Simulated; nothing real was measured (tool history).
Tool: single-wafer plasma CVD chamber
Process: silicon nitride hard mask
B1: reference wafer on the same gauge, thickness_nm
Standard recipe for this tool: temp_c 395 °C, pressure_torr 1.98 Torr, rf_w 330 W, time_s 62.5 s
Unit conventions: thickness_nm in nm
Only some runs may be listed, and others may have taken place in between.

{"run": 1, "hour": 0.0, "temp_c": 395, "pressure_torr": 1.98, "rf_w": 330, "time_s": 62.5, "B1": 73.447, "thickness_nm": 84.343}
{"run": 2, "hour": 29.4, "temp_c": 391, "pressure_torr": 1.98, "rf_w": 330, "time_s": 62.5, "B1": 73.423, "thickness_nm": 83.761}
{"run": 3, "hour": 65.4, "temp_c": 391, "pressure_torr": 1.98, "rf_w": 330, "time_s": 62.5, "B1": 73.47, "thickness_nm": 84.342}
{"run": 4, "hour": 121.5, "temp_c": 395, "pressure_torr": 1.98, "rf_w": 330, "time_s": 62.5, "B1": 73.43, "thickness_nm": 83.766}
{"run": 5, "hour": 173.8, "temp_c": 384, "pressure_torr": 1.98, "rf_w": 330, "time_s": 62.5, "B1": 73.398, "thickness_nm": 84.601}
{"run": 6, "hour": 230.5, "temp_c": 395, "pressure_torr": 1.98, "rf_w": 330, "time_s": 62.5, "B1": 73.423, "thickness_nm": 83.751}
{"run": 7, "hour": 263.6, "temp_c": 395, "pressure_torr": 1.58, "rf_w": 330, "time_s": 62.5, "B1": 73.39, "thickness_nm": 79.521}
{"run": 8, "hour": 320.0, "temp_c": 395, "pressure_torr": 1.98, "rf_w": 330, "time_s": 62.5, "B1": 73.378, "thickness_nm": 83.854}
{"run": 9, "hour": 370.8, "temp_c": 401, "pressure_torr": 1.54, "rf_w": 350, "time_s": 51.2, "B1": 73.461, "thickness_nm": 68.037}
{"hour": 395.1, "done": "showerhead replaced"}
{"run": 10, "hour": 434.1, "temp_c": 387, "pressure_torr": 2.11, "rf_w": 285, "time_s": 57.3, "B1": 73.434, "thickness_nm": 68.476}
{"run": 11, "hour": 485.7, "temp_c": 395, "pressure_torr": 1.98, "rf_w": 290, "time_s": 62.5, "B1": 73.363, "thickness_nm": 74.493}
{"run": 12, "hour": 550.4, "temp_c": 395, "pressure_torr": 1.98, "rf_w": 330, "time_s": 62.5, "B1": 73.408, "thickness_nm": 83.843}
{"run": 13, "hour": 603.3, "temp_c": 405, "pressure_torr": 1.98, "rf_w": 330, "time_s": 52.1, "B1": 73.422, "thickness_nm": 69.818}
{"hour": 653.9, "done": "gauge calibrated"}
{"run": 14, "hour": 668.2, "temp_c": 395, "pressure_torr": 1.98, "rf_w": 305, "time_s": 62.5, "B1": 73.482, "thickness_nm": 77.663}
{"hour": 686.1, "done": "RF generator calibrated"}
{"run": 15, "hour": 709.5, "temp_c": 408, "pressure_torr": 1.59, "rf_w": 380, "time_s": 62.5, "B1": 73.458, "thickness_nm": 93.064}
{"run": 16, "hour": 779.6, "temp_c": 385, "pressure_torr": 1.54, "rf_w": 295, "time_s": 67.0, "B1": 73.39, "thickness_nm": 80.583}
{"hour": 808.7, "done": "capacitance manometer re-zeroed and calibrated"}
{"run": 17, "hour": 809.2, "temp_c": 395, "pressure_torr": 1.98, "rf_w": 330, "time_s": 62.5, "B1": 73.456, "thickness_nm": 86.679}
{"run": 18, "hour": 871.6, "temp_c": 391, "pressure_torr": 1.98, "rf_w": 330, "time_s": 62.5, "B1": 73.339, "thickness_nm": 86.899}
{"hour": 904.1, "done": "thermocouple changed; heater temperature recalibrated"}
{"run": 19, "hour": 915.9, "temp_c": 395, "pressure_torr": 1.98, "rf_w": 330, "time_s": 62.5, "B1": 73.43, "thickness_nm": 87.074}
{"run": 20, "hour": 986.5, "temp_c": 395, "pressure_torr": 1.98, "rf_w": 395, "time_s": 62.5, "B1": 73.439, "thickness_nm": 100.247}
{"run": 21, "hour": 1142.6, "temp_c": 395, "pressure_torr": 1.52, "rf_w": 330, "time_s": 62.5, "B1": 73.401, "thickness_nm": 81.68}
{"run": 22, "hour": 1210.0, "temp_c": 385, "pressure_torr": 1.98, "rf_w": 330, "time_s": 68.7, "B1": 73.431, "thickness_nm": 95.701}
{"run": 23, "hour": 1263.8, "temp_c": 395, "pressure_torr": 1.98, "rf_w": 330, "time_s": 62.5, "B1": 73.396, "thickness_nm": 86.753}
{"run": 24, "hour": 1291.0, "temp_c": 400, "pressure_torr": 1.73, "rf_w": 330, "time_s": 74.2, "B1": 73.437, "thickness_nm": 99.806}
{"run": 25, "hour": 1485.0, "temp_c": 402, "pressure_torr": 1.98, "rf_w": 330, "time_s": 62.5, "B1": 73.427, "thickness_nm": 86.444}
{"run": 26, "hour": 1554.5, "temp_c": 395, "pressure_torr": 1.98, "rf_w": 330, "time_s": 53.6, "B1": 73.347, "thickness_nm": 73.766}
{"run": 27, "hour": 1680.4, "temp_c": 381, "pressure_torr": 1.8, "rf_w": 390, "time_s": 56.2, "B1": 73.396, "thickness_nm": 87.409}
{"run": 28, "hour": 1727.6, "temp_c": 395, "pressure_torr": 1.98, "rf_w": 330, "time_s": 53.6, "B1": 73.361, "thickness_nm": 74.178}

What if the next run were any one of these 4? Each begins from the tool's condition after run 28:
{"run": "A", "hour": 1728.0, "temp_c": 395, "pressure_torr": 1.98, "rf_w": 330, "time_s": 57.9, "B1": "?", "thickness_nm": "?"}
{"run": "B", "hour": 1728.0, "temp_c": 395, "pressure_torr": 1.57, "rf_w": 330, "time_s": 62.5, "B1": "?", "thickness_nm": "?"}
{"run": "C", "hour": 1728.0, "temp_c": 395, "pressure_torr": 1.68, "rf_w": 330, "time_s": 62.5, "B1": "?", "thickness_nm": "?"}
{"run": "D", "hour": 1728.0, "temp_c": 386, "pressure_torr": 1.98, "rf_w": 330, "time_s": 62.5, "B1": "?", "thickness_nm": "?"}

run=A B1=73.446 thickness_nm=80.268
run=B B1=73.446 thickness_nm=82.201
run=C B1=73.446 thickness_nm=83.496
run=D B1=73.446 thickness_nm=86.923
With no hidden state in the tool, these same runs would have given:
run=A thickness_nm=80.189
run=B thickness_nm=81.991
run=C thickness_nm=83.294
run=D thickness_nm=86.837
